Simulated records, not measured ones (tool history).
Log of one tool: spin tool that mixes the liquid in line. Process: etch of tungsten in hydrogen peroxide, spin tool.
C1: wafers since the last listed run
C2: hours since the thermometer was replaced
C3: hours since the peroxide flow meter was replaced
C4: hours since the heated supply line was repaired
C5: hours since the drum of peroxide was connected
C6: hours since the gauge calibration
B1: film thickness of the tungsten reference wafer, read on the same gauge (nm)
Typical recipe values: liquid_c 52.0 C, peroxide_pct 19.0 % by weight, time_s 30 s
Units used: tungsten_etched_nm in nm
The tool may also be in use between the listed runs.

run 1 hour=0.0 | liquid_c=58.5 peroxide_pct=19.0 time_s=30 | C1=0 C2=850.4 C3=333.5 C4=2124.5 C5=339.2 C6=659.3 | B1=119.98 | tungsten_etched_nm=101.48
run 2 hour=142.0 | liquid_c=52.0 peroxide_pct=22.0 time_s=25 | C1=2611 C2=992.4 C3=475.5 C4=2266.5 C5=481.2 C6=801.3 | B1=120.04 | tungsten_etched_nm=61.75
run 3 hour=207.6 | liquid_c=52.0 peroxide_pct=22.0 time_s=25 | C1=1206 C2=1058.0 C3=541.1 C4=2332.1 C5=546.8 C6=866.9 | B1=119.99 | tungsten_etched_nm=61.74
run 4 hour=289.2 | liquid_c=52.0 peroxide_pct=22.0 time_s=25 | C1=1500 C2=1139.6 C3=622.7 C4=2413.7 C5=628.4 C6=948.5 | B1=120.01 | tungsten_etched_nm=61.84
run 5 hour=333.9 | liquid_c=52.0 peroxide_pct=19.0 time_s=30 | C1=822 C2=1184.3 C3=667.4 C4=2458.4 C5=673.1 C6=993.2 | B1=120.03 | tungsten_etched_nm=68.70
run 6 hour=388.6 | liquid_c=52.0 peroxide_pct=19.0 time_s=30 | C1=1006 C2=1239.0 C3=722.1 C4=2513.1 C5=727.8 C6=1047.9 | B1=120.02 | tungsten_etched_nm=69.13
run 7 hour=492.4 | liquid_c=52.0 peroxide_pct=19.0 time_s=45 | C1=1909 C2=1342.8 C3=825.9 C4=2616.9 C5=831.6 C6=1151.7 | B1=119.99 | tungsten_etched_nm=102.77
run 8 hour=558.3 | liquid_c=52.0 peroxide_pct=19.0 time_s=45 | C1=1212 C2=1408.7 C3=891.8 C4=2682.8 C5=897.5 C6=1217.6 | B1=119.98 | tungsten_etched_nm=103.98
run 9 hour=609.5 | liquid_c=52.0 peroxide_pct=19.0 time_s=35 | C1=941 C2=1459.9 C3=943.0 C4=2734.0 C5=948.7 C6=1268.8 | B1=120.02 | tungsten_etched_nm=80.01
-- hour=636.0 gauge calibrated
run 10 hour=669.4 | liquid_c=52.0 peroxide_pct=22.0 time_s=30 | C1=1101 C2=1519.8 C3=1002.9 C4=2793.9 C5=1008.6 C6=33.4 | B1=120.03 | tungsten_etched_nm=73.91
-- hour=677.2 thermometer replaced
run 11 hour=730.2 | liquid_c=52.0 peroxide_pct=22.0 time_s=30 | C1=1099 C2=53.0 C3=1063.7 C4=2854.7 C5=1069.4 C6=94.2 | B1=120.01 | tungsten_etched_nm=73.39
run 12 hour=783.9 | liquid_c=52.0 peroxide_pct=19.0 time_s=30 | C1=987 C2=106.7 C3=1117.4 C4=2908.4 C5=1123.1 C6=147.9 | B1=119.99 | tungsten_etched_nm=68.40
run 13 hour=861.2 | liquid_c=52.0 peroxide_pct=19.0 time_s=30 | C1=1421 C2=184.0 C3=1194.7 C4=2985.7 C5=1200.4 C6=225.2 | B1=119.98 | tungsten_etched_nm=68.42
run 14 hour=929.2 | liquid_c=61.0 peroxide_pct=15.5 time_s=45 | C1=1250 C2=252.0 C3=1262.7 C4=3053.7 C5=1268.4 C6=293.2 | B1=119.97 | tungsten_etched_nm=159.26
run 15 hour=983.8 | liquid_c=56.5 peroxide_pct=23.0 time_s=15 | C1=1004 C2=306.6 C3=1317.3 C4=3108.3 C5=1323.0 C6=347.8 | B1=119.99 | tungsten_etched_nm=49.14
run 16 hour=1026.5 | liquid_c=52.0 peroxide_pct=17.0 time_s=45 | C1=785 C2=349.3 C3=1360.0 C4=3151.0 C5=1365.7 C6=390.5 | B1=120.01 | tungsten_etched_nm=97.70
run 17 hour=1170.6 | liquid_c=52.0 peroxide_pct=19.0 time_s=15 | C1=2650 C2=493.4 C3=1504.1 C4=3295.1 C5=1509.8 C6=534.6 | B1=120.01 | tungsten_etched_nm=34.50
-- hour=1180.9 new drum of peroxide connected
run 18 hour=1239.4 | liquid_c=54.5 peroxide_pct=19.0 time_s=30 | C1=1246 C2=562.2 C3=1572.9 C4=3363.9 C5=58.5 C6=603.4 | B1=120.01 | tungsten_etched_nm=79.54
-- hour=1266.3 peroxide flow meter replaced
-- hour=1324.8 heated supply line repaired
run 19 hour=1344.9 | liquid_c=52.0 peroxide_pct=19.0 time_s=30 | C1=1903 C2=667.7 C3=78.6 C4=20.1 C5=164.0 C6=708.9 | B1=120.01 | tungsten_etched_nm=68.67

What does the tool deliver on the next run?
run 20 hour=1417.8 | liquid_c=48.0 peroxide_pct=24.0 time_s=25 | C1=1340 C2=740.6 C3=151.5 C4=93.0 C5=236.9 C6=781.8 | B1=? | tungsten_etched_nm=?

Run 20 produced B1 119.97, tungsten_etched_nm 50.32 nm.
Were there no unlogged condition in the tool, this run, its random variation unchanged, would have produced tungsten_etched_nm 50.32 nm.

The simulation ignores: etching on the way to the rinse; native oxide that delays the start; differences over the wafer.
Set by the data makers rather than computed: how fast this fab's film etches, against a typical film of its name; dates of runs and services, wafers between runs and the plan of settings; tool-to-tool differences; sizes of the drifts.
